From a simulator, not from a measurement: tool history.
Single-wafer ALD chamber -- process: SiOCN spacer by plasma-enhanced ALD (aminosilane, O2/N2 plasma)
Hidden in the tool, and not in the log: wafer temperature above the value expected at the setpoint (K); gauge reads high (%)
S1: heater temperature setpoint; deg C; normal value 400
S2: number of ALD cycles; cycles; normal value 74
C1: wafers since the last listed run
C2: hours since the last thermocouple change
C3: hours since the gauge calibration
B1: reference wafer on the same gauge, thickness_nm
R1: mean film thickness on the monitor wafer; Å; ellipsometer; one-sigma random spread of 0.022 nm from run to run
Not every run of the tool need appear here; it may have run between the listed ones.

run 1 hour=0 | S1=400 S2=82 | C1=0 C2=746.2 C3=334.1 | B1=5.549 | R1=51.71
run 2 hour=28.9 | S1=400 S2=82 | C1=125 C2=775.1 C3=363 | B1=5.551 | R1=52.47
run 3 hour=59.1 | S1=400 S2=82 | C1=131 C2=805.3 C3=393.2 | B1=5.545 | R1=52.72
run 4 hour=77.1 | S1=400 S2=74 | C1=78 C2=823.3 C3=411.2 | B1=5.533 | R1=47.11
run 5 hour=100.7 | S1=404 S2=74 | C1=102 C2=846.9 C3=434.8 | B1=5.53 | R1=46.09
run 6 hour=127.1 | S1=404 S2=74 | C1=115 C2=873.3 C3=461.2 | B1=5.508 | R1=46.22
run 7 hour=143 | S1=404 S2=74 | C1=69 C2=889.2 C3=477.1 | B1=5.521 | R1=46.11
run 8 hour=161.9 | S1=400 S2=74 | C1=82 C2=908.1 C3=496 | B1=5.529 | R1=46.54
-- hour=185.8 thermocouple changed; heater temperature recalibrated
run 9 hour=186.3 | S1=400 S2=80 | C1=71 C2=0.5 C3=520.4 | B1=5.496 | R1=50.58
run 10 hour=205.1 | S1=400 S2=80 | C1=81 C2=19.3 C3=539.2 | B1=5.51 | R1=50.6
run 11 hour=231.2 | S1=400 S2=74 | C1=113 C2=45.4 C3=565.3 | B1=5.493 | R1=46.93
run 12 hour=254.5 | S1=400 S2=74 | C1=101 C2=68.7 C3=588.6 | B1=5.492 | R1=46.47
run 13 hour=278.7 | S1=410 S2=74 | C1=105 C2=92.9 C3=612.8 | B1=5.494 | R1=44.63
run 14 hour=302.6 | S1=400 S2=74 | C1=104 C2=116.8 C3=636.7 | B1=5.479 | R1=46.39
run 15 hour=319.1 | S1=393 S2=64 | C1=71 C2=133.3 C3=653.2 | B1=5.472 | R1=40.5
run 16 hour=342.2 | S1=400 S2=74 | C1=100 C2=156.4 C3=676.3 | B1=5.474 | R1=46.18
run 17 hour=374.9 | S1=400 S2=74 | C1=142 C2=189.1 C3=709 | B1=5.46 | R1=46.61
-- hour=386.5 gauge calibrated
run 18 hour=393.6 | S1=391 S2=88 | C1=81 C2=207.8 C3=7.1 | B1=5.571 | R1=56.08
run 19 hour=424.4 | S1=391 S2=88 | C1=134 C2=238.6 C3=37.9 | B1=5.581 | R1=56.65
run 20 hour=457.4 | S1=389 S2=79 | C1=143 C2=271.6 C3=70.9 | B1=5.568 | R1=51.02
run 21 hour=472.9 | S1=400 S2=74 | C1=67 C2=287.1 C3=86.4 | B1=5.575 | R1=47.15
run 22 hour=499.1 | S1=400 S2=74 | C1=114 C2=313.3 C3=112.6 | B1=5.56 | R1=47.61
run 23 hour=530.8 | S1=393 S2=70 | C1=138 C2=345 C3=144.3 | B1=5.575 | R1=45.08
run 24 hour=551 | S1=393 S2=87 | C1=88 C2=365.2 C3=164.5 | B1=5.569 | R1=55.76
run 25 hour=571.6 | S1=413 S2=74 | C1=89 C2=385.8 C3=185.1 | B1=5.574 | R1=45.17
run 26 hour=585.1 | S1=396 S2=62 | C1=58 C2=399.3 C3=198.6 | B1=5.562 | R1=39.91
run 27 hour=602.7 | S1=388 S2=62 | C1=76 C2=416.9 C3=216.2 | B1=5.564 | R1=39.45

What if the next run were any one of these 5? Each begins from the tool's condition after run 27:
run A hour=603.2 | S1=400 S2=69 | C1=2 C2=417.4 C3=216.7 | B1=? | R1=?
run B hour=603.2 | S1=396 S2=83 | C1=2 C2=417.4 C3=216.7 | B1=? | R1=?
run C hour=603.2 | S1=409 S2=70 | C1=2 C2=417.4 C3=216.7 | B1=? | R1=?
run D hour=603.2 | S1=404 S2=78 | C1=2 C2=417.4 C3=216.7 | B1=? | R1=?
run E hour=603.2 | S1=386 S2=80 | C1=2 C2=417.4 C3=216.7 | B1=? | R1=?

run=A B1=5.562 R1=43.99
run=B B1=5.562 R1=52.92
run=C B1=5.562 R1=43.25
run=D B1=5.562 R1=49.05
run=E B1=5.562 R1=51
Take away the tool's hidden state, keep each run's random variation, and the runs would have read:
run=A R1=44.11
run=B R1=53.05
run=C R1=43.37
run=D R1=49.18
run=E R1=51.14

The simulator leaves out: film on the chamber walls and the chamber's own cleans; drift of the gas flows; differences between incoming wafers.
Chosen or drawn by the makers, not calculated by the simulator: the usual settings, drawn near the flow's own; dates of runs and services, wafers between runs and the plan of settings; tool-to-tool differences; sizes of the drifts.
